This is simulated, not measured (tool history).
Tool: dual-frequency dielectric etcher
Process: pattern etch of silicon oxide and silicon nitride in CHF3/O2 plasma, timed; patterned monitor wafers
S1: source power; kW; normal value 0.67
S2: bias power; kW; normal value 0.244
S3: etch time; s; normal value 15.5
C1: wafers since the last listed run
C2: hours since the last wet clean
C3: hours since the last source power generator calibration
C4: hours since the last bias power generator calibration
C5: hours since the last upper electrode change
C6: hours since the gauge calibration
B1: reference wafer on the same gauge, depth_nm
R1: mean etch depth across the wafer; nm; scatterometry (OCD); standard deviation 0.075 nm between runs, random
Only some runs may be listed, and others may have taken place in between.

run	hour	S1	S2	S3	C1	C2	C3	C4	C5	C6	B1	R1
1	0	0.67	0.244	15.5	0	352.5	2464.3	4503.8	2762.5	165.2	23.99	26.96
2	29.2	0.67	0.268	15.5	318	381.7	2493.5	4533	2791.7	194.4	23.99	28.12
3	86.9	0.67	0.268	15.5	628	439.4	2551.2	4590.7	2849.4	252.1	23.99	28.17
# hour 113: source power generator calibrated
4	120	0.57	0.196	15.5	317	472.5	7	4623.8	2882.5	285.2	24	23.62
5	144.6	0.57	0.196	15.5	268	497.1	31.6	4648.4	2907.1	309.8	24	23.48
# hour 211.4: wet clean of the chamber
6	211.9	0.67	0.229	15.5	471	0.5	98.9	4715.7	2974.4	377.1	23.99	26.96
7	248.9	0.67	0.244	15.5	403	37.5	135.9	4752.7	3011.4	414.1	24	27.72
8	309.1	0.53	0.276	15.5	656	97.7	196.1	4812.9	3071.6	474.3	23.99	26.57
9	379.2	0.57	0.196	15.5	763	167.8	266.2	4883	3141.7	544.4	24.03	23.98
10	412.2	0.67	0.303	15.5	359	200.8	299.2	4916	3174.7	577.4	23.99	30.26
11	481.7	0.67	0.244	15.5	757	270.3	368.7	4985.5	3244.2	646.9	24.01	27.82
# hour 539.5: wet clean of the chamber, repeated, since the last time left the tool worse
12	545.2	0.53	0.205	20	430	5.7	432.2	5049	3307.7	710.4	24.03	29.5
# hour 602.1: upper electrode replaced
13	602.6	0.57	0.196	15.5	363	63.1	489.6	5106.4	0.5	767.8	24.01	23.16
# hour 641.7: bias power generator calibrated
14	649.2	0.67	0.244	15.5	464	109.7	536.2	7.5	47.1	814.4	24	26.82
15	693.1	0.54	0.29	13	478	153.6	580.1	51.4	91	858.3	24.02	22.24
16	747.5	0.67	0.278	17	592	208	634.5	105.8	145.4	912.7	24.03	30.94
17	800.4	0.67	0.218	12.5	576	260.9	687.4	158.7	198.3	965.6	24.02	20.8
18	864	0.67	0.244	15.5	693	324.5	751	222.3	261.9	1029.2	24.02	27.07
19	898.7	0.67	0.244	15.5	378	359.2	785.7	257	296.6	1063.9	23.96	27.09
20	1049.7	0.67	0.244	15.5	1645	510.2	936.7	408	447.6	1214.9	23.99	27.25
# hour 1119: gauge calibrated
# hour 1139.9: wet clean of the chamber
21	1200.3	0.57	0.273	17	1379	60.4	1087.3	558.6	598.2	81.3	23.99	28.86
22	1239.3	0.74	0.19	11	424	99.4	1126.3	597.6	637.2	120.3	24.01	18.05
23	1263.5	0.67	0.303	19.5	263	123.6	1150.5	621.8	661.4	144.5	23.98	36.65
24	1318.3	0.82	0.216	12	597	178.4	1205.3	676.6	716.2	199.3	23.99	21.47
25	1379.5	0.67	0.244	15.5	666	239.6	1266.5	737.8	777.4	260.5	24	27.07
26	1442.5	0.56	0.224	19	686	302.6	1329.5	800.8	840.4	323.5	24.03	29.87
27	1498.3	0.67	0.244	18	608	358.4	1385.3	856.6	896.2	379.3	24.01	31.46
28	1559.2	0.74	0.287	15.5	663	419.3	1446.2	917.5	957.1	440.2	24.01	29.96
29	1585.1	0.67	0.244	15.5	282	445.2	1472.1	943.4	983	466.1	23.98	27.19

Pick out some run-to-run changes in R1. Of each, how much would a tool without hidden state show as well, from the settings, what came in and chance, and how much is left for the hidden state and any gauge scatter not in both results compared?
Unlogged tool condition in this case: etch rate over this chamber's usual, %; source power that arrives over what is set, %; bias power that arrives over what is set, %; gauge reads high (%).
Run 5 -> 6: S1 0.57 -> 0.67, S2 0.196 -> 0.229, wet clean of the chamber. R1 +3.48 nm: hidden state +0.46, all else +3.02.
Run 11 -> 12: S1 0.67 -> 0.53, S2 0.244 -> 0.205, S3 15.5 -> 20, wet clean of the chamber, repeated, since the last time left the tool worse. R1 +1.68 nm: hidden state -1.21, all else +2.89.
Run 22 -> 23: S1 0.74 -> 0.67, S2 0.19 -> 0.303, S3 11 -> 19.5. R1 +18.6 nm: hidden state +0.12, all else +18.48.
Run 23 -> 24: S1 0.67 -> 0.82, S2 0.303 -> 0.216, S3 19.5 -> 12. R1 -15.18 nm: hidden state -0.04, all else -15.14.

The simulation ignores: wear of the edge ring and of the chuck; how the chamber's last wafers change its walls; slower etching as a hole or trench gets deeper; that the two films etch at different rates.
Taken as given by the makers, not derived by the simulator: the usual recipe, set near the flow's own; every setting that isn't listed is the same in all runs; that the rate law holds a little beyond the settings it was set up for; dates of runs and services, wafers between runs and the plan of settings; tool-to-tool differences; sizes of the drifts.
